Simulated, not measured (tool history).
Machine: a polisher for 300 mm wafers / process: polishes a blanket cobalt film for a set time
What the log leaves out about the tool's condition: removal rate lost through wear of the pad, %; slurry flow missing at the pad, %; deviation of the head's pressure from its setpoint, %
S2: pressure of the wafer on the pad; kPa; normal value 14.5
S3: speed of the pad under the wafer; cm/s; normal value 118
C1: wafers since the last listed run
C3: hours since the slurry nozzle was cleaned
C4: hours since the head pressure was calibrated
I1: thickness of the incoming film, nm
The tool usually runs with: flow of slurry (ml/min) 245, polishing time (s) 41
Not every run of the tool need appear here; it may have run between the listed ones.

{"run": 1, "hour": 0.0, "flow of slurry (ml/min)": 245, "S2": 14.5, "S3": 118, "polishing time (s)": 41, "C1": 0, "wafers polished on this pad": 4385, "C3": 356.7, "C4": 813.5, "I1": 1344.8, "film removed (nm)": 298.4}
{"hour": 45.0, "done": "worn pad replaced by a new one"}
{"run": 2, "hour": 93.7, "flow of slurry (ml/min)": 310, "S2": 14.5, "S3": 118, "polishing time (s)": 41, "C1": 807, "wafers polished on this pad": 438, "C3": 450.4, "C4": 907.2, "I1": 1348.7, "film removed (nm)": 305.4}
{"run": 3, "hour": 200.1, "flow of slurry (ml/min)": 310, "S2": 14.5, "S3": 118, "polishing time (s)": 41, "C1": 958, "wafers polished on this pad": 1396, "C3": 556.8, "C4": 1013.6, "I1": 1337.4, "film removed (nm)": 305.3}
{"hour": 213.2, "done": "slurry nozzle cleaned"}
{"run": 4, "hour": 271.3, "flow of slurry (ml/min)": 310, "S2": 14.5, "S3": 118, "polishing time (s)": 41, "C1": 632, "wafers polished on this pad": 2029, "C3": 58.1, "C4": 1084.8, "I1": 1347.4, "film removed (nm)": 313.0}
{"run": 5, "hour": 365.5, "flow of slurry (ml/min)": 245, "S2": 14.5, "S3": 118, "polishing time (s)": 41, "C1": 848, "wafers polished on this pad": 2877, "C3": 152.3, "C4": 1179.0, "I1": 1343.8, "film removed (nm)": 302.1}
{"run": 6, "hour": 446.8, "flow of slurry (ml/min)": 245, "S2": 14.5, "S3": 118, "polishing time (s)": 41, "C1": 732, "wafers polished on this pad": 3609, "C3": 233.6, "C4": 1260.3, "I1": 1354.5, "film removed (nm)": 297.0}
{"run": 7, "hour": 546.9, "flow of slurry (ml/min)": 245, "S2": 14.5, "S3": 118, "polishing time (s)": 41, "C1": 901, "wafers polished on this pad": 4511, "C3": 333.7, "C4": 1360.4, "I1": 1360.2, "film removed (nm)": 300.1}
{"run": 8, "hour": 593.7, "flow of slurry (ml/min)": 245, "S2": 14.5, "S3": 118, "polishing time (s)": 41, "C1": 421, "wafers polished on this pad": 4932, "C3": 380.5, "C4": 1407.2, "I1": 1357.8, "film removed (nm)": 293.5}
{"run": 9, "hour": 679.1, "flow of slurry (ml/min)": 245, "S2": 14.5, "S3": 118, "polishing time (s)": 41, "C1": 769, "wafers polished on this pad": 5701, "C3": 465.9, "C4": 1492.6, "I1": 1367.4, "film removed (nm)": 296.1}
{"hour": 727.5, "done": "worn pad replaced by a new one"}
{"hour": 729.0, "done": "slurry nozzle cleaned"}
{"run": 10, "hour": 736.2, "flow of slurry (ml/min)": 245, "S2": 14.5, "S3": 118, "polishing time (s)": 41, "C1": 469, "wafers polished on this pad": 69, "C3": 7.2, "C4": 1549.7, "I1": 1344.7, "film removed (nm)": 305.6}
{"hour": 746.7, "done": "head pressure recalibrated"}
{"run": 11, "hour": 828.2, "flow of slurry (ml/min)": 245, "S2": 14.5, "S3": 118, "polishing time (s)": 41, "C1": 810, "wafers polished on this pad": 880, "C3": 99.2, "C4": 81.5, "I1": 1364.5, "film removed (nm)": 303.7}
{"run": 12, "hour": 897.0, "flow of slurry (ml/min)": 245, "S2": 14.5, "S3": 118, "polishing time (s)": 41, "C1": 619, "wafers polished on this pad": 1499, "C3": 168.0, "C4": 150.3, "I1": 1358.6, "film removed (nm)": 302.2}
{"run": 13, "hour": 956.4, "flow of slurry (ml/min)": 245, "S2": 14.5, "S3": 118, "polishing time (s)": 41, "C1": 534, "wafers polished on this pad": 2034, "C3": 227.4, "C4": 209.7, "I1": 1359.7, "film removed (nm)": 297.9}
{"run": 14, "hour": 1010.9, "flow of slurry (ml/min)": 245, "S2": 14.5, "S3": 118, "polishing time (s)": 41, "C1": 490, "wafers polished on this pad": 2525, "C3": 281.9, "C4": 264.2, "I1": 1367.8, "film removed (nm)": 298.0}
{"run": 15, "hour": 1092.3, "flow of slurry (ml/min)": 245, "S2": 14.5, "S3": 118, "polishing time (s)": 41, "C1": 733, "wafers polished on this pad": 3258, "C3": 363.3, "C4": 345.6, "I1": 1368.3, "film removed (nm)": 298.2}
{"run": 16, "hour": 1169.5, "flow of slurry (ml/min)": 245, "S2": 14.5, "S3": 118, "polishing time (s)": 41, "C1": 695, "wafers polished on this pad": 3954, "C3": 440.5, "C4": 422.8, "I1": 1341.6, "film removed (nm)": 298.7}
{"hour": 1260.0, "done": "slurry nozzle cleaned"}
{"run": 17, "hour": 1262.1, "flow of slurry (ml/min)": 245, "S2": 13.1, "S3": 118, "polishing time (s)": 41, "C1": 825, "wafers polished on this pad": 4779, "C3": 2.1, "C4": 515.4, "I1": 1356.5, "film removed (nm)": 285.4}
{"hour": 1339.6, "done": "worn pad replaced by a new one"}
{"run": 18, "hour": 1366.3, "flow of slurry (ml/min)": 325, "S2": 14.5, "S3": 118, "polishing time (s)": 41, "C1": 902, "wafers polished on this pad": 240, "C3": 106.3, "C4": 619.6, "I1": 1362.8, "film removed (nm)": 312.1}
{"run": 19, "hour": 1459.3, "flow of slurry (ml/min)": 275, "S2": 12.4, "S3": 158, "polishing time (s)": 34, "C1": 837, "wafers polished on this pad": 1078, "C3": 199.3, "C4": 712.6, "I1": 1354.4, "film removed (nm)": 300.3}
{"run": 20, "hour": 1521.1, "flow of slurry (ml/min)": 245, "S2": 11.0, "S3": 98, "polishing time (s)": 41, "C1": 556, "wafers polished on this pad": 1635, "C3": 261.1, "C4": 774.4, "I1": 1341.6, "film removed (nm)": 195.7}
{"run": 21, "hour": 1659.2, "flow of slurry (ml/min)": 245, "S2": 18.6, "S3": 118, "polishing time (s)": 54, "C1": 1243, "wafers polished on this pad": 2878, "C3": 399.2, "C4": 912.5, "I1": 1358.2, "film removed (nm)": 483.0}
{"run": 22, "hour": 1729.6, "flow of slurry (ml/min)": 170, "S2": 16.5, "S3": 100, "polishing time (s)": 41, "C1": 634, "wafers polished on this pad": 3512, "C3": 469.6, "C4": 982.9, "I1": 1385.8, "film removed (nm)": 264.0}
{"hour": 1785.8, "done": "slurry nozzle cleaned"}
{"run": 23, "hour": 1827.5, "flow of slurry (ml/min)": 245, "S2": 11.7, "S3": 118, "polishing time (s)": 41, "C1": 872, "wafers polished on this pad": 4385, "C3": 41.7, "C4": 1080.8, "I1": 1330.8, "film removed (nm)": 255.2}
{"run": 24, "hour": 1869.7, "flow of slurry (ml/min)": 315, "S2": 14.5, "S3": 154, "polishing time (s)": 41, "C1": 380, "wafers polished on this pad": 4765, "C3": 83.9, "C4": 1123.0, "I1": 1355.5, "film removed (nm)": 409.8}
{"run": 25, "hour": 1920.3, "flow of slurry (ml/min)": 220, "S2": 14.5, "S3": 118, "polishing time (s)": 41, "C1": 455, "wafers polished on this pad": 5221, "C3": 134.5, "C4": 1173.6, "I1": 1360.4, "film removed (nm)": 294.1}
{"run": 26, "hour": 1977.0, "flow of slurry (ml/min)": 280, "S2": 10.3, "S3": 118, "polishing time (s)": 41, "C1": 510, "wafers polished on this pad": 5732, "C3": 191.2, "C4": 1230.3, "I1": 1366.3, "film removed (nm)": 228.5}
{"hour": 1986.4, "done": "worn pad replaced by a new one"}
{"run": 27, "hour": 2025.1, "flow of slurry (ml/min)": 245, "S2": 14.5, "S3": 118, "polishing time (s)": 41, "C1": 397, "wafers polished on this pad": 348, "C3": 239.3, "C4": 1278.4, "I1": 1369.9, "film removed (nm)": 303.6}
{"run": 28, "hour": 2064.1, "flow of slurry (ml/min)": 245, "S2": 19.3, "S3": 146, "polishing time (s)": 41, "C1": 351, "wafers polished on this pad": 699, "C3": 278.3, "C4": 1317.4, "I1": 1345.8, "film removed (nm)": 472.5}
{"run": 29, "hour": 2148.6, "flow of slurry (ml/min)": 245, "S2": 9.7, "S3": 134, "polishing time (s)": 41, "C1": 761, "wafers polished on this pad": 1460, "C3": 362.8, "C4": 1401.9, "I1": 1351.0, "film removed (nm)": 240.9}
{"hour": 2167.7, "done": "head pressure recalibrated"}
{"run": 30, "hour": 2184.7, "flow of slurry (ml/min)": 170, "S2": 14.5, "S3": 118, "polishing time (s)": 51, "C1": 307, "wafers polished on this pad": 1767, "C3": 398.9, "C4": 17.0, "I1": 1344.3, "film removed (nm)": 350.4}
{"hour": 2389.3, "done": "slurry nozzle cleaned"}
{"run": 31, "hour": 2432.6, "flow of slurry (ml/min)": 245, "S2": 14.5, "S3": 118, "polishing time (s)": 41, "C1": 2223, "wafers polished on this pad": 3991, "C3": 43.3, "C4": 264.9, "I1": 1375.5, "film removed (nm)": 309.4}
{"run": 32, "hour": 2468.8, "flow of slurry (ml/min)": 210, "S2": 10.3, "S3": 118, "polishing time (s)": 28, "C1": 326, "wafers polished on this pad": 4317, "C3": 79.5, "C4": 301.1, "I1": 1339.7, "film removed (nm)": 152.9}
{"run": 33, "hour": 2560.7, "flow of slurry (ml/min)": 245, "S2": 14.5, "S3": 118, "polishing time (s)": 41, "C1": 827, "wafers polished on this pad": 5145, "C3": 171.4, "C4": 393.0, "I1": 1332.9, "film removed (nm)": 299.7}
{"hour": 2643.6, "done": "worn pad replaced by a new one"}
{"run": 34, "hour": 2650.7, "flow of slurry (ml/min)": 275, "S2": 12.4, "S3": 158, "polishing time (s)": 34, "C1": 774, "wafers polished on this pad": 63, "C3": 261.4, "C4": 483.0, "I1": 1334.1, "film removed (nm)": 297.7}
{"run": 35, "hour": 2748.4, "flow of slurry (ml/min)": 215, "S2": 14.5, "S3": 104, "polishing time (s)": 49, "C1": 879, "wafers polished on this pad": 943, "C3": 359.1, "C4": 580.7, "I1": 1357.1, "film removed (nm)": 306.7}
{"run": 36, "hour": 2841.3, "flow of slurry (ml/min)": 245, "S2": 14.5, "S3": 118, "polishing time (s)": 41, "C1": 836, "wafers polished on this pad": 1780, "C3": 452.0, "C4": 673.6, "I1": 1359.1, "film removed (nm)": 292.2}

Had the tool no unlogged condition, and each run kept its random variation, what would the results have been?
run=1 film_removed_(nm)=312.3
run=2 film_removed_(nm)=317.7
run=3 film_removed_(nm)=318.4
run=4 film_removed_(nm)=315.4
run=5 film_removed_(nm)=308.6
run=6 film_removed_(nm)=305.7
run=7 film_removed_(nm)=310.8
run=8 film_removed_(nm)=304.7
run=9 film_removed_(nm)=308.4
run=10 film_removed_(nm)=306.2
run=11 film_removed_(nm)=308.3
run=12 film_removed_(nm)=309.1
run=13 film_removed_(nm)=306.4
run=14 film_removed_(nm)=307.7
run=15 film_removed_(nm)=309.3
run=16 film_removed_(nm)=310.8
run=17 film_removed_(nm)=285.6
run=18 film_removed_(nm)=315.9
run=19 film_removed_(nm)=307.2
run=20 film_removed_(nm)=201.7
run=21 film_removed_(nm)=501.6
run=22 film_removed_(nm)=279.3
run=23 film_removed_(nm)=257.5
run=24 film_removed_(nm)=414.6
run=25 film_removed_(nm)=301.0
run=26 film_removed_(nm)=234.0
run=27 film_removed_(nm)=313.2
run=28 film_removed_(nm)=488.9
run=29 film_removed_(nm)=250.4
run=30 film_removed_(nm)=371.1
run=31 film_removed_(nm)=311.7
run=32 film_removed_(nm)=155.1
run=33 film_removed_(nm)=306.6
run=34 film_removed_(nm)=305.9
run=35 film_removed_(nm)=319.4
run=36 film_removed_(nm)=303.9
